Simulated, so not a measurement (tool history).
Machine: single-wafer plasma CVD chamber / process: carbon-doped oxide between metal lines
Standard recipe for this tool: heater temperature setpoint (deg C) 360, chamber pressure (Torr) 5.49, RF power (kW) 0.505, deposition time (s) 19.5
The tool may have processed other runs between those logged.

run,hour,heater temperature setpoint (deg C),chamber pressure (Torr),RF power (kW),deposition time (s),"read-back reference wafer on the same gauge, thickness_nm",mean film thickness on the monitor wafer (nm)
1,0.0,360,5.49,0.505,19.5,95.274,95.743
2,16.1,360,5.49,0.505,19.5,95.298,95.678
# hour 32.7: capacitance manometer re-zeroed and calibrated
3,33.2,360,5.49,0.505,22.3,95.318,109.257
# hour 37.7: gauge calibrated
4,39.7,360,5.49,0.505,22.3,95.335,109.440
5,47.8,360,5.49,0.505,20.3,95.289,99.369
# hour 59.0: showerhead replaced, of another model than before
# hour 64.6: RF generator calibrated
# hour 86.0: thermocouple changed; heater temperature recalibrated
6,86.5,360,5.49,0.505,20.3,95.311,102.884
7,91.7,360,5.49,0.505,19.5,95.375,99.085
8,107.0,360,5.49,0.505,19.5,95.330,98.935
9,116.7,360,5.49,0.505,21.5,95.376,109.138
10,125.3,360,5.49,0.505,21.5,95.252,108.741
11,134.1,360,6.36,0.505,19.5,95.382,100.660
12,148.0,352,6.51,0.505,19.5,95.277,103.115
13,154.6,360,5.49,0.505,19.5,95.271,98.804
14,168.0,346,4.44,0.505,19.5,95.357,99.486
15,180.8,370,5.13,0.505,19.5,95.350,94.936
16,197.7,360,5.49,0.505,20.3,95.346,102.505
17,208.8,360,5.49,0.505,19.5,95.263,98.322
18,217.5,360,5.49,0.505,18.3,95.322,92.277
19,229.8,360,5.49,0.505,22.3,95.347,111.923
20,242.7,360,5.49,0.505,20.6,95.396,103.891
21,260.6,371,6.86,0.505,18.1,95.384,90.750
22,271.7,360,5.49,0.505,19.5,95.371,97.955
23,287.5,360,5.49,0.505,19.5,95.371,98.276
# hour 297.7: gauge calibrated
24,318.9,355,5.49,0.505,19.5,95.233,99.591
25,325.4,360,5.49,0.430,17.5,95.284,84.273
26,332.8,360,5.02,0.545,19.5,95.251,98.878
27,344.7,360,5.49,0.585,16.8,95.304,88.734
28,357.8,367,5.49,0.465,19.5,95.230,93.984
29,372.3,360,5.49,0.505,18.4,95.247,92.213

Some steps in mean film thickness on the monitor wafer (nm), run to run, broken into two amounts with sign: the step expected even without the hidden condition (settings, incoming material, random variation), and the rest, left for the hidden condition together with whatever gauge scatter is not in both the measured and the hidden-condition-free result:
Unlogged tool condition in this case: wafer temperature above the value expected at the setpoint (K); delivered RF power above the setpoint (%); true pressure above the setpoint (%); gauge reads high (%).
Run 2 -> 3: deposition time (s) 19.5 -> 22.3, capacitance manometer re-zeroed and calibrated. mean film thickness on the monitor wafer (nm) +13.579: hidden state -0.514, all else +14.093.
Run 5 -> 6: showerhead replaced, of another model than before, RF generator calibrated, thermocouple changed; heater temperature recalibrated. mean film thickness on the monitor wafer (nm) +3.515: hidden state +3.480, all else +0.035.
Run 18 -> 19: deposition time (s) 18.3 -> 22.3. mean film thickness on the monitor wafer (nm) +19.646: hidden state -0.214, all else +19.860.
Run 24 -> 25: heater temperature setpoint (deg C) 355 -> 360, RF power (kW) 0.505 -> 0.430, deposition time (s) 19.5 -> 17.5. mean film thickness on the monitor wafer (nm) -15.318: hidden state +0.154, all else -15.472.
